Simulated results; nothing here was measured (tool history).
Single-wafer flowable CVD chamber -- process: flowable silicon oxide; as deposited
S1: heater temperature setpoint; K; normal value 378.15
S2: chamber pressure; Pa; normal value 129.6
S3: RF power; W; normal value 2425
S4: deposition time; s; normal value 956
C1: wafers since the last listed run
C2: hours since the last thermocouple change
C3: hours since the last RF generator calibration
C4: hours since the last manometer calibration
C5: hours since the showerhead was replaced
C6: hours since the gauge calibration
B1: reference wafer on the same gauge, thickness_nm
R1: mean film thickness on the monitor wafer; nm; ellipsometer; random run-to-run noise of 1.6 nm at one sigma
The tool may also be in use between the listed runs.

run    hour      S1     S2    S3   S4   C1     C2      C3      C4      C5      C6       B1       R1
  1       0  378.15  129.6  2425  848    0  120.5  1428.1  1058.2  5224.8   921.2  590.115  589.071
  2    54.7  378.15  129.6  2300  956  142  175.2  1482.8  1112.9  5279.5   975.9  590.095  659.335
  3   106.9  378.15  129.6  2300  956  135  227.4    1535  1165.1  5331.7  1028.1  590.007  655.921
  4   184.7  378.15  151.2  2425  956  201  305.2  1612.8  1242.9  5409.5  1105.9  589.717  769.063
      214.4  -- gauge calibrated
  5   254.3  378.15  151.2  2425  956  180  374.8  1682.4  1312.5  5479.1    39.9  589.621  768.882
  6   305.7  378.15  148.4  2425  956  133  426.2  1733.8  1363.9  5530.5    91.3  589.982  751.553
  7   411.2  378.15  148.4  2425  956  273  531.7  1839.3  1469.4    5636   196.8  590.115  755.253
  8   476.1  378.15  148.4  2425  956  168  596.6  1904.2  1534.3  5700.9   261.7   590.24  751.081
  9   526.1  378.15  129.6  2425  956  129  646.6  1954.2  1584.3  5750.9   311.7  589.863  657.891
      762.3  -- RF generator calibrated
      805.7  -- thermocouple changed; heater temperature recalibrated
 10     831  378.15  129.6  2425  956  750   25.3    68.7  1889.2  6055.8   616.6  590.248  668.184
 11   871.3  378.15  105.3  2180  956  104   65.6     109  1929.5  6096.1   656.9  590.039  532.959
 12   930.5  378.15  151.2  2425  956  153  124.8   168.2  1988.7  6155.3   716.1  589.851  774.334
 13  1002.6  378.15  129.6  2425  956  187  196.9   240.3  2060.8  6227.4   788.2  589.875  669.631
 14  1271.2  378.15  102.8  2425  956  697  465.5   508.9  2329.4    6496  1056.8  590.004  528.667
 15  1574.8  378.15  129.6  2425  956  788  769.1   812.5    2633  6799.6  1360.4  590.112  654.047
     1608.8  -- showerhead replaced
 16  1630.9  378.15  139.9  1985  899  124  825.2   868.6  2689.1    22.1  1416.5  589.951  641.654
     1652.4  -- gauge calibrated
     1684.6  -- capacitance manometer re-zeroed and calibrated
 17  1721.5  390.15  154.9  2425  956  214  915.8   959.2    36.9   112.7    69.1  590.004  523.686
     1743.4  -- thermocouple changed; heater temperature recalibrated
 18  1968.7  378.15  129.6  2425  956  621  225.3  1206.4   284.1   359.9   316.3  590.384  663.478
 19  2052.3  378.15  129.6  2640  904  217  308.9    1290   367.7   443.5   399.9  589.762  633.295
 20  2153.5  378.15  129.6  2425  866  262  410.1  1391.2   468.9   544.7   501.1   589.76  595.804

Branching from run 20: 3 alternative next runs. What would each branch give?
  A  2154.2  372.15  129.6  2425  956   1  410.8  1391.9  469.6  545.4  501.8   ?   ?
  B  2154.2  386.15  155.1  2015  852   1  410.8  1391.9  469.6  545.4  501.8   ?   ?
  C  2154.2  369.15  100.7  1985  868   1  410.8  1391.9  469.6  545.4  501.8   ?   ?

run       B1       R1
  A  589.901  813.366
  B  589.901   515.89
  C  589.901  610.747
Stripped of hidden state, with their random variation kept, the same runs would have yielded:
run       R1
  A  819.576
  B  519.659
  C   615.49

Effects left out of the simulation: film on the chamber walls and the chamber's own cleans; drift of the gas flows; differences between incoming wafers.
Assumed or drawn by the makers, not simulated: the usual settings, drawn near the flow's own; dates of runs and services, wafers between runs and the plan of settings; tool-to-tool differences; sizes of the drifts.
